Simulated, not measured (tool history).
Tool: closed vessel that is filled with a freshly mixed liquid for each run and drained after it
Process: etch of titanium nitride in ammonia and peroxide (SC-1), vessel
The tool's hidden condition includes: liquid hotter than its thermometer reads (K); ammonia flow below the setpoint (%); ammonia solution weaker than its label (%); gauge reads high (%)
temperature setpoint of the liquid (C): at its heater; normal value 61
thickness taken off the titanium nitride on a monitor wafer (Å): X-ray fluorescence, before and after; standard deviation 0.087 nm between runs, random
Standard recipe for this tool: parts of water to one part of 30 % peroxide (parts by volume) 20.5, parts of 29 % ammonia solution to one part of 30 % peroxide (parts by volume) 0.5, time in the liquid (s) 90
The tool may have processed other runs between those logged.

run   hour  temperature setpoint of the liquid (C)  parts of water to one part of 30 % peroxide (parts by volume)  parts of 29 % ammonia solution to one part of 30 % peroxide (parts by volume)  time in the liquid (s)  wafers since the last listed run  hours since the thermometer was replaced  hours since the ammonia flow meter was replaced  hours since the drum of ammonia solution was connected  hours since the gauge calibration  read-back film thickness of the titanium nitride reference wafer, read on the same gauge (nm)  thickness taken off the titanium nitride on a monitor wafer (Å)
  1      0                                      61                                                           20.5                                                                           0.45                      90                                 0                                     234.4                                            585.6                                                   235.9                                343                                                                                          79.97                                                            111.7
  2   21.3                                      61                                                           20.5                                                                           0.45                      90                              2146                                     255.7                                            606.9                                                   257.2                              364.3                                                                                          79.98                                                            110.6
  3   46.1                                      55                                                           20.5                                                                            0.5                      90                              2499                                     280.5                                            631.7                                                     282                              389.1                                                                                          79.99                                                             77.7
  4   64.3                                      61                                                           20.5                                                                            0.5                      90                              1834                                     298.7                                            649.9                                                   300.2                              407.3                                                                                          79.96                                                            114.9
  5   95.8                                      61                                                           20.5                                                                            0.5                      90                              3174                                     330.2                                            681.4                                                   331.7                              438.8                                                                                             80                                                            114.8
  6  121.5                                      61                                                           20.5                                                                            0.4                      90                              2590                                     355.9                                            707.1                                                   357.4                              464.5                                                                                             80                                                            113.7
  7  148.4                                      61                                                           20.5                                                                            0.4                      90                              2711                                     382.8                                              734                                                   384.3                              491.4                                                                                          80.03                                                            112.1
  8  166.3                                      61                                                           20.5                                                                            0.5                      90                              1804                                     400.7                                            751.9                                                   402.2                              509.3                                                                                          79.96                                                            117.9
  9  183.4                                      61                                                           20.5                                                                            0.5                      90                              1723                                     417.8                                              769                                                   419.3                              526.4                                                                                          79.99                                                            119.3
 10  205.3                                      68                                                           20.5                                                                            0.5                      55                              2207                                     439.7                                            790.9                                                   441.2                              548.3                                                                                          79.98                                                            113.5
 11  221.6                                      68                                                           20.5                                                                            0.5                      55                              1642                                       456                                            807.2                                                   457.5                              564.6                                                                                          80.02                                                            113.9
     232.9  -- new drum of ammonia solution connected
 12  240.7                                      68                                                           20.5                                                                            0.5                      55                              1824                                     475.1                                            826.3                                                     7.8                              583.7                                                                                          79.97                                                            114.7
     256.1  -- gauge calibrated
     260.7  -- thermometer replaced
 13  269.1                                      61                                                           20.5                                                                            0.5                     125                              2761                                       8.4                                            854.7                                                    36.2                                 13                                                                                             80                                                            149.7
     276.9  -- ammonia flow meter replaced
 14  304.7                                      57                                                             29                                                                           0.25                      90                              3487                                        44                                             27.8                                                    71.8                               48.6                                                                                          79.98                                                             60.2
 15  332.4                                      61                                                             30                                                                            0.5                      90                              2791                                      71.7                                             55.5                                                    99.5                               76.3                                                                                          80.01                                                             89.4
 16    358                                      54                                                             27                                                                            0.6                     135                              2580                                      97.3                                             81.1                                                   125.1                              101.9                                                                                          79.99                                                             92.4
 17  374.2                                    57.5                                                           20.5                                                                           0.65                     115                              1632                                     113.5                                             97.3                                                   141.3                              118.1                                                                                          80.05                                                            118.6
 18  406.9                                      61                                                           20.5                                                                            0.5                      90                              3295                                     146.2                                              130                                                     174                              150.8                                                                                          80.01                                                            112.1
 19  435.5                                    67.5                                                           15.5                                                                            0.4                     105                              2882                                     174.8                                            158.6                                                   202.6                              179.4                                                                                          79.99                                                            221.4
 20  465.1                                      61                                                           26.5                                                                            0.7                     140                              2983                                     204.4                                            188.2                                                   232.2                                209                                                                                             80                                                            159.7
 21    479                                      61                                                           20.5                                                                            0.5                      90                              1400                                     218.3                                            202.1                                                   246.1                              222.9                                                                                             80                                                            112.7
 22  507.8                                      61                                                           20.5                                                                            0.5                      45                              2902                                     247.1                                            230.9                                                   274.9                              251.7                                                                                             80                                                             57.9
 23    525                                      61                                                             11                                                                            0.3                      90                              1733                                     264.3                                            248.1                                                   292.1                              268.9                                                                                          79.95                                                            144.6
 24  551.6                                      61                                                           24.5                                                                            0.7                      90                              2680                                     290.9                                            274.7                                                   318.7                              295.5                                                                                          80.04                                                            110.5
 25  576.3                                      61                                                             14                                                                            0.6                      90                              2489                                     315.6                                            299.4                                                   343.4                              320.2                                                                                             80                                                            147.7

Across each entry between runs, compare the hidden state at the last listed run before it with the hidden state at the first listed run after it:
From run 11 to run 12: new drum of ammonia solution connected (hour 232.9)
  liquid hotter than its thermometer reads (K): 1.6 -> 1.66
  measured result minus the result with no hidden state, thickness taken off the titanium nitride on a monitor wafer (Å): +10.8 -> +11.2
From run 12 to run 13: gauge calibrated (hour 256.1); thermometer replaced (hour 260.7)
  liquid hotter than its thermometer reads (K): 1.66 -> 0.151
  measured result minus the result with no hidden state, thickness taken off the titanium nitride on a monitor wafer (Å): +11.2 -> +1.4
From run 13 to run 14: ammonia flow meter replaced (hour 276.9)
  liquid hotter than its thermometer reads (K): 0.151 -> 0.261
  measured result minus the result with no hidden state, thickness taken off the titanium nitride on a monitor wafer (Å): +1.4 -> +1.1
